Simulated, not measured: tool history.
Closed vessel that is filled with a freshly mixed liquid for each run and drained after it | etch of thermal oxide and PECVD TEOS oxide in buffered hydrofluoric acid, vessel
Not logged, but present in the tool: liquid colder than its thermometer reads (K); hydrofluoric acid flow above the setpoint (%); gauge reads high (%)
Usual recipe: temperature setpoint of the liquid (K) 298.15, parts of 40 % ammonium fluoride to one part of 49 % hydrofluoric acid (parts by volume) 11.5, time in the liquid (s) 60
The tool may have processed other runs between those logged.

run     day  temperature setpoint of the liquid (K)  parts of 40 % ammonium fluoride to one part of 49 % hydrofluoric acid (parts by volume)  time in the liquid (s)  wafers since the last listed run  hours since the thermometer was replaced  hours since the hydrofluoric acid flow meter was replaced  hours since the gauge calibration  read-back film thickness of the thermal oxide reference wafer, read on the same gauge (nm)  read-back film thickness of the PECVD TEOS oxide reference wafer, read on the same gauge (nm)  thickness taken off the thermal oxide on a monitor wafer (nm)  thickness taken off the PECVD TEOS oxide on a monitor wafer (nm)
  1       0                                  298.15                                                                                     11.5                      85                                 0                                      1745                                                     1907.2                              587.9                                                                                       50.01                                                                                             40                                                          70.29                                                            185.62
  2   2.471                                  298.15                                                                                     11.5                      45                              4694                                    1804.3                                                     1966.5                              647.2                                                                                       50.01                                                                                          40.02                                                          37.22                                                             97.18
  3    3.75                                  298.15                                                                                     11.5                      45                              2430                                      1835                                                     1997.2                              677.9                                                                                       49.98                                                                                          39.99                                                          37.12                                                             97.54
  4   5.538                                  298.15                                                                                     11.5                      45                              3395                                    1877.9                                                     2040.1                              720.8                                                                                       49.99                                                                                          39.98                                                          37.12                                                             97.73
  5   6.925                                  298.15                                                                                     11.5                      60                              2635                                    1911.2                                                     2073.4                              754.1                                                                                       49.98                                                                                             40                                                          49.39                                                            131.62
  6   8.525                                  298.15                                                                                     11.5                      60                              3039                                    1949.6                                                     2111.8                              792.5                                                                                          50                                                                                          40.01                                                          49.34                                                             130.5
  7  10.121                                  300.65                                                                                     11.5                      70                              3031                                    1987.9                                                     2150.1                              830.8                                                                                       49.98                                                                                          39.97                                                          66.18                                                            173.82
  8  11.217                                  300.65                                                                                     11.5                      70                              2081                                    2014.2                                                     2176.4                              857.1                                                                                          50                                                                                          39.98                                                           65.4                                                            174.18
  9    14.1                                  300.65                                                                                     11.5                      70                              5477                                    2083.4                                                     2245.6                              926.3                                                                                       49.99                                                                                          40.01                                                          65.59                                                            171.96
 10  16.696                                  298.15                                                                                     11.5                      60                              4931                                    2145.7                                                     2307.9                              988.6                                                                                       50.01                                                                                             40                                                          49.34                                                             129.1
 11  17.829                                  298.15                                                                                     11.5                      60                              2153                                    2172.9                                                     2335.1                             1015.8                                                                                          50                                                                                             40                                                           48.2                                                            128.51
 12  19.962                                  298.15                                                                                     11.5                      60                              4052                                    2224.1                                                     2386.3                               1067                                                                                       50.01                                                                                             40                                                          48.59                                                            126.75
 13  22.217                                  301.15                                                                                       14                      60                              4282                                    2278.2                                                     2440.4                             1121.1                                                                                          50                                                                                          39.99                                                          47.49                                                            123.76
     22.575  -- hydrofluoric acid flow meter replaced
     22.929  -- thermometer replaced
     23.742  -- gauge calibrated
 14  24.708                                  295.65                                                                                     11.5                      85                              4575                                      42.7                                                       51.2                               23.2                                                                                       49.99                                                                                          39.99                                                          65.71                                                            175.09
 15  27.304                                  298.15                                                                                     11.5                      60                              4931                                       105                                                      113.5                               85.5                                                                                       49.99                                                                                          40.01                                                          52.78                                                            140.07
 16  29.433                                  293.65                                                                                     11.5                      90                              4045                                     156.1                                                      164.6                              136.6                                                                                       49.97                                                                                          40.01                                                          61.29                                                            163.76
 17  32.158                                  298.15                                                                                     11.5                      60                              5176                                     221.5                                                        230                                202                                                                                       50.03                                                                                          40.01                                                          52.55                                                             140.1
 18  33.188                                  294.65                                                                                      7.5                      35                              1955                                     246.2                                                      254.7                              226.7                                                                                       50.01                                                                                          39.99                                                          37.92                                                             100.8

What will run 19 give?
 19  34.271                                  293.15                                                                                     11.5                      45                              2058                                     272.2                                                      280.7                              252.7                                                                                           ?                                                                                              ?                                                              ?                                                                 ?

{"run 19": {"read-back film thickness of the thermal oxide reference wafer, read on the same gauge (nm)": 49.99, "read-back film thickness of the PECVD TEOS oxide reference wafer, read on the same gauge (nm)": 39.99, "thickness taken off the thermal oxide on a monitor wafer (nm)": 30.14, "thickness taken off the PECVD TEOS oxide on a monitor wafer (nm)": 78.85}}
On a tool with no hidden condition, and with the same random variation, this run would have come out at thickness taken off the thermal oxide on a monitor wafer (nm) 31.12, thickness taken off the PECVD TEOS oxide on a monitor wafer (nm) 81.41.
